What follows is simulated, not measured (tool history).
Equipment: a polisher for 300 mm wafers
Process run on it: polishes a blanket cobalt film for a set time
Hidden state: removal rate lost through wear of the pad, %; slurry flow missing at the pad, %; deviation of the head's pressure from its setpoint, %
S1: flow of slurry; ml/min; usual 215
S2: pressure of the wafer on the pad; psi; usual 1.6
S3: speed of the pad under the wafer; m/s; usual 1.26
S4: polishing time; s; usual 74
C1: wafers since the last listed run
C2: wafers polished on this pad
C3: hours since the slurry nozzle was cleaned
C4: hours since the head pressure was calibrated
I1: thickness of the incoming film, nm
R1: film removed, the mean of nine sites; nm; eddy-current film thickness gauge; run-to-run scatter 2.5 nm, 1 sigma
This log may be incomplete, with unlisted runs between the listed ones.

{"run": 1, "hour": 0.0, "S1": 215, "S2": 1.6, "S3": 1.26, "S4": 74, "C1": 0, "C2": 761, "C3": 187.4, "C4": 669.3, "I1": 1053.1, "R1": 342}
{"hour": 13.3, "done": "worn pad replaced by a new one"}
{"run": 2, "hour": 17.7, "S1": 215, "S2": 1.6, "S3": 1.26, "S4": 74, "C1": 97, "C2": 30, "C3": 205.1, "C4": 687, "I1": 1043, "R1": 362.2}
{"run": 3, "hour": 34.5, "S1": 215, "S2": 1.6, "S3": 1.26, "S4": 74, "C1": 119, "C2": 150, "C3": 221.9, "C4": 703.8, "I1": 1038.4, "R1": 355.5}
{"run": 4, "hour": 44.6, "S1": 215, "S2": 1.2, "S3": 1.26, "S4": 74, "C1": 71, "C2": 221, "C3": 232, "C4": 713.9, "I1": 1060.8, "R1": 266.8}
{"run": 5, "hour": 52.1, "S1": 215, "S2": 1.2, "S3": 1.26, "S4": 74, "C1": 53, "C2": 275, "C3": 239.5, "C4": 721.4, "I1": 1039.3, "R1": 264.2}
{"run": 6, "hour": 64.1, "S1": 215, "S2": 1.6, "S3": 1.26, "S4": 74, "C1": 85, "C2": 360, "C3": 251.5, "C4": 733.4, "I1": 1059, "R1": 356.6}
{"run": 7, "hour": 75.5, "S1": 215, "S2": 1.6, "S3": 1.26, "S4": 74, "C1": 80, "C2": 441, "C3": 262.9, "C4": 744.8, "I1": 1064.6, "R1": 343.7}
{"run": 8, "hour": 83.0, "S1": 215, "S2": 1.6, "S3": 1.26, "S4": 74, "C1": 53, "C2": 494, "C3": 270.4, "C4": 752.3, "I1": 1042.5, "R1": 349.7}
{"run": 9, "hour": 91.3, "S1": 215, "S2": 1.6, "S3": 1.26, "S4": 74, "C1": 58, "C2": 553, "C3": 278.7, "C4": 760.6, "I1": 1047.1, "R1": 351.8}
{"run": 10, "hour": 102.5, "S1": 215, "S2": 1.6, "S3": 1.26, "S4": 74, "C1": 79, "C2": 632, "C3": 289.9, "C4": 771.8, "I1": 1048.9, "R1": 346.8}
{"run": 11, "hour": 111.3, "S1": 215, "S2": 1.6, "S3": 1.26, "S4": 74, "C1": 62, "C2": 694, "C3": 298.7, "C4": 780.6, "I1": 1072.8, "R1": 343.5}
{"hour": 119.8, "done": "worn pad replaced by a new one"}
{"hour": 119.9, "done": "slurry nozzle cleaned"}
{"run": 12, "hour": 122.5, "S1": 215, "S2": 1.6, "S3": 1.26, "S4": 74, "C1": 50, "C2": 18, "C3": 2.6, "C4": 791.8, "I1": 1045.2, "R1": 327.3}
{"run": 13, "hour": 134.7, "S1": 215, "S2": 1.6, "S3": 1.26, "S4": 74, "C1": 86, "C2": 104, "C3": 14.8, "C4": 804, "I1": 1070.1, "R1": 324}
{"run": 14, "hour": 148.7, "S1": 215, "S2": 1.6, "S3": 1.26, "S4": 74, "C1": 99, "C2": 204, "C3": 28.8, "C4": 818, "I1": 1048.2, "R1": 322.9}
{"run": 15, "hour": 164.9, "S1": 215, "S2": 1.6, "S3": 1.26, "S4": 74, "C1": 114, "C2": 318, "C3": 45, "C4": 834.2, "I1": 1036, "R1": 316.8}
{"run": 16, "hour": 179.4, "S1": 215, "S2": 1.6, "S3": 1.26, "S4": 74, "C1": 102, "C2": 421, "C3": 59.5, "C4": 848.7, "I1": 1061.8, "R1": 321.1}
{"run": 17, "hour": 188.5, "S1": 165, "S2": 1.6, "S3": 1.26, "S4": 74, "C1": 64, "C2": 486, "C3": 68.6, "C4": 857.8, "I1": 1052.5, "R1": 299.6}
{"run": 18, "hour": 205.2, "S1": 215, "S2": 1.9, "S3": 1.52, "S4": 85, "C1": 118, "C2": 604, "C3": 85.3, "C4": 874.5, "I1": 1062.8, "R1": 514.4}
{"hour": 208.1, "done": "head pressure recalibrated"}
{"run": 19, "hour": 229.5, "S1": 270, "S2": 1.9, "S3": 1.26, "S4": 81, "C1": 158, "C2": 763, "C3": 109.6, "C4": 21.4, "I1": 1057.2, "R1": 412.9}
{"hour": 244.6, "done": "worn pad replaced by a new one, repeated, since the last time left the tool worse"}
{"run": 20, "hour": 245.1, "S1": 280, "S2": 1.6, "S3": 1.26, "S4": 86, "C1": 82, "C2": 3, "C3": 125.2, "C4": 37, "I1": 1063.8, "R1": 435.6}
{"run": 21, "hour": 249.9, "S1": 275, "S2": 1.6, "S3": 1.26, "S4": 74, "C1": 34, "C2": 37, "C3": 130, "C4": 41.8, "I1": 1062.4, "R1": 369.7}
{"run": 22, "hour": 267.6, "S1": 215, "S2": 1.6, "S3": 1.26, "S4": 74, "C1": 125, "C2": 162, "C3": 147.7, "C4": 59.5, "I1": 1069.9, "R1": 354.5}
{"run": 23, "hour": 283.9, "S1": 190, "S2": 1.6, "S3": 1.26, "S4": 74, "C1": 115, "C2": 278, "C3": 164, "C4": 75.8, "I1": 1055.1, "R1": 348.8}
{"run": 24, "hour": 295.7, "S1": 215, "S2": 1.6, "S3": 1.44, "S4": 74, "C1": 83, "C2": 362, "C3": 175.8, "C4": 87.6, "I1": 1046.7, "R1": 399.9}
{"run": 25, "hour": 310.9, "S1": 215, "S2": 1.3, "S3": 1.26, "S4": 99, "C1": 107, "C2": 470, "C3": 191, "C4": 102.8, "I1": 1059.6, "R1": 381.2}
{"run": 26, "hour": 328.7, "S1": 150, "S2": 1.1, "S3": 1.48, "S4": 74, "C1": 126, "C2": 596, "C3": 208.8, "C4": 120.6, "I1": 1034.8, "R1": 263.8}
{"run": 27, "hour": 356.6, "S1": 280, "S2": 1, "S3": 0.84, "S4": 98, "C1": 197, "C2": 794, "C3": 236.7, "C4": 148.5, "I1": 1037.8, "R1": 192.4}
{"hour": 364.5, "done": "worn pad replaced by a new one"}
{"run": 28, "hour": 364.8, "S1": 215, "S2": 1.6, "S3": 1.26, "S4": 52, "C1": 29, "C2": 2, "C3": 244.9, "C4": 156.7, "I1": 1052.2, "R1": 254.9}
{"run": 29, "hour": 381.6, "S1": 215, "S2": 1.6, "S3": 1.26, "S4": 74, "C1": 119, "C2": 121, "C3": 261.7, "C4": 173.5, "I1": 1048.3, "R1": 355.4}
{"run": 30, "hour": 396.8, "S1": 165, "S2": 1.6, "S3": 1.26, "S4": 74, "C1": 107, "C2": 229, "C3": 276.9, "C4": 188.7, "I1": 1056.2, "R1": 342.4}
{"run": 31, "hour": 410.2, "S1": 215, "S2": 1.6, "S3": 1.26, "S4": 74, "C1": 95, "C2": 324, "C3": 290.3, "C4": 202.1, "I1": 1057.7, "R1": 355.8}
{"hour": 419.5, "done": "slurry nozzle cleaned"}
{"run": 32, "hour": 421.6, "S1": 215, "S2": 1.2, "S3": 1.56, "S4": 84, "C1": 73, "C2": 398, "C3": 2.1, "C4": 213.5, "I1": 1043.5, "R1": 365.3}
{"run": 33, "hour": 436.6, "S1": 250, "S2": 1.9, "S3": 1.02, "S4": 49, "C1": 106, "C2": 504, "C3": 17.1, "C4": 228.5, "I1": 1049.5, "R1": 224.7}
{"run": 34, "hour": 444.2, "S1": 215, "S2": 1.9, "S3": 1.52, "S4": 85, "C1": 53, "C2": 558, "C3": 24.7, "C4": 236.1, "I1": 1052.9, "R1": 566.6}
{"run": 35, "hour": 455.9, "S1": 145, "S2": 1.6, "S3": 1.26, "S4": 52, "C1": 82, "C2": 641, "C3": 36.4, "C4": 247.8, "I1": 1037, "R1": 226.4}
{"hour": 461.2, "done": "worn pad replaced by a new one"}
{"run": 36, "hour": 464.3, "S1": 255, "S2": 1, "S3": 1.56, "S4": 61, "C1": 31, "C2": 21, "C3": 44.8, "C4": 256.2, "I1": 1032.1, "R1": 236.7}
{"run": 37, "hour": 473.4, "S1": 215, "S2": 2.1, "S3": 1.26, "S4": 85, "C1": 64, "C2": 86, "C3": 53.9, "C4": 265.3, "I1": 1072.5, "R1": 544.5}
{"run": 38, "hour": 482.6, "S1": 235, "S2": 1.6, "S3": 1.26, "S4": 74, "C1": 65, "C2": 151, "C3": 63.1, "C4": 274.5, "I1": 1055.9, "R1": 362.6}

3 options for the next run, each taken on its own from the tool as it stands now. Forecast them:
{"run": "A", "hour": 483.1, "S1": 215, "S2": 1.6, "S3": 1.26, "S4": 48, "C1": 3, "C2": 155, "C3": 63.6, "C4": 275, "I1": 1031.1, "R1": "?"}
{"run": "B", "hour": 483.1, "S1": 240, "S2": 1.6, "S3": 1.4, "S4": 99, "C1": 3, "C2": 155, "C3": 63.6, "C4": 275, "I1": 1031.1, "R1": "?"}
{"run": "C", "hour": 483.1, "S1": 235, "S2": 1.4, "S3": 1.46, "S4": 97, "C1": 3, "C2": 155, "C3": 63.6, "C4": 275, "I1": 1031.1, "R1": "?"}

run=A R1=233
run=B R1=541.6
run=C R1=483
Without the tool's hidden state the same runs would have given:
run=A R1=236.6
run=B R1=549.9
run=C R1=490.4

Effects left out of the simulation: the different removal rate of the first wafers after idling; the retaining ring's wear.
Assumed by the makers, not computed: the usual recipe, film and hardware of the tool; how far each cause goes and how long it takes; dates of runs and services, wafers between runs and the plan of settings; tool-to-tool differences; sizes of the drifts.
